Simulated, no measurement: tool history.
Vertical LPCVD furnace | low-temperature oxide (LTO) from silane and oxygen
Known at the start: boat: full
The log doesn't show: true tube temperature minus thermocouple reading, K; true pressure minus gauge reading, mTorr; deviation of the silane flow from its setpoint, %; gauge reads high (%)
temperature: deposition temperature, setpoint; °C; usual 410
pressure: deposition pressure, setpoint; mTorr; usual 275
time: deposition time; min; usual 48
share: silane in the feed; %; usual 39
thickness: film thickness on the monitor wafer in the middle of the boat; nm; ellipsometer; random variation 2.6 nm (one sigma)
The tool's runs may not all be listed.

run	hour	temperature	pressure	time	share	wafers since the last listed run	hours since the last temperature calibration	hours since the pressure gauge was zeroed	hours since the silane flow controller was replaced	hours since the gauge calibration	read-back reference wafer on the same gauge, thickness	thickness
1	0	410	275	48	43	0	3462.6	2796.8	3926.4	886.9	767.47	696.51
2	14.5	410	275	48	39	236	3477.1	2811.3	3940.9	901.4	767.1	629.42
3	50.3	410	275	48	39	584	3512.9	2847.1	3976.7	937.2	767.26	618.35
4	75.1	410	275	48	39	404	3537.7	2871.9	4001.5	962	767.5	622.82
5	99.2	410	275	48	39	393	3561.8	2896	4025.6	986.1	767	622.39
6	119.2	410	275	48	39	326	3581.8	2916	4045.6	1006.1	767.05	621.55
7	154.7	410	275	36	39	579	3617.3	2951.5	4081.1	1041.6	767.33	466.02
8	169.6	410	275	48	44	243	3632.2	2966.4	4096	1056.5	766.72	717.74
9	188.1	410	275	42	39	302	3650.7	2984.9	4114.5	1075	767.93	540.08
10	257.2	410	235	48	39	1128	3719.8	3054	4183.6	1144.1	766.78	525.84
# hour 257.9: gauge calibrated
11	283.8	410	330	64	31	434	3746.4	3080.6	4210.2	25.9	766.86	740.3
12	308.2	410	305	48	39	398	3770.8	3105	4234.6	50.3	766.86	688.97
13	332.5	410	325	48	41	396	3795.1	3129.3	4258.9	74.6	767.86	782.37
14	364.5	400	310	48	39	522	3827.1	3161.3	4290.9	106.6	766.97	630.57
15	379.5	416	240	48	43	244	3842.1	3176.3	4305.9	121.6	766.58	633.35
16	393.6	401	275	48	35	230	3856.2	3190.4	4320	135.7	766.32	487.85
17	412.4	410	275	48	39	306	3875	3209.2	4338.8	154.5	766.48	616.15
18	437.7	410	275	58.5	44	413	3900.3	3234.5	4364.1	179.8	767.03	860.6
19	450.4	410	250	48	39	207	3913	3247.2	4376.8	192.5	766.67	558.55
# hour 494.2: pressure gauge zeroed
20	494.7	402	230	62.5	43	331	3957.3	0.5	4421.1	236.8	766.86	724.5
21	498.8	404	225	65.5	39	66	3961.4	4.6	4425.2	240.9	766.57	676.3
# hour 526.5: silane flow controller replaced
22	527	410	275	48	39	68	3989.6	32.8	0.5	269.1	767.09	645.56
23	541.3	410	275	48	46	233	4003.9	47.1	14.8	283.4	768.54	770.32
# hour 577: thermocouples replaced and temperature profile calibrated
24	577.5	410	275	42	39	199	0.5	83.3	51	319.6	766.67	568.5
25	590.8	417	300	48	39	217	13.8	96.6	64.3	332.9	767.05	761.89
26	625.1	410	275	48	39	560	48.1	130.9	98.6	367.2	767.14	647.49
27	731.4	410	275	48	39	1735	154.4	237.2	204.9	473.5	766.67	643.89
28	755.5	410	275	48	39	393	178.5	261.3	229	497.6	766.31	642.44
29	788	398	255	48	43	530	211	293.8	261.5	530.1	766.56	585.58
30	894.4	410	240	48	35	1737	317.4	400.2	367.9	636.5	767.13	493.59

Forecast each of these 5 alternatives for the next run:
A	898.6	410	275	36.5	39	68	321.6	404.4	372.1	640.7	?	?
B	898.6	410	275	48	35	68	321.6	404.4	372.1	640.7	?	?
C	898.6	400	335	48	32	68	321.6	404.4	372.1	640.7	?	?
D	898.6	406	235	66	32	68	321.6	404.4	372.1	640.7	?	?
E	898.6	410	275	59.5	39	68	321.6	404.4	372.1	640.7	?	?

run	read-back reference wafer on the same gauge, thickness	thickness
A	767.74	493.41
B	767.74	566.85
C	767.74	545.56
D	767.74	564.07
E	767.74	804.32
Without the tool's hidden state the same runs would have given:
run	thickness
A	493.53
B	567
C	545.67
D	564.24
E	804.53
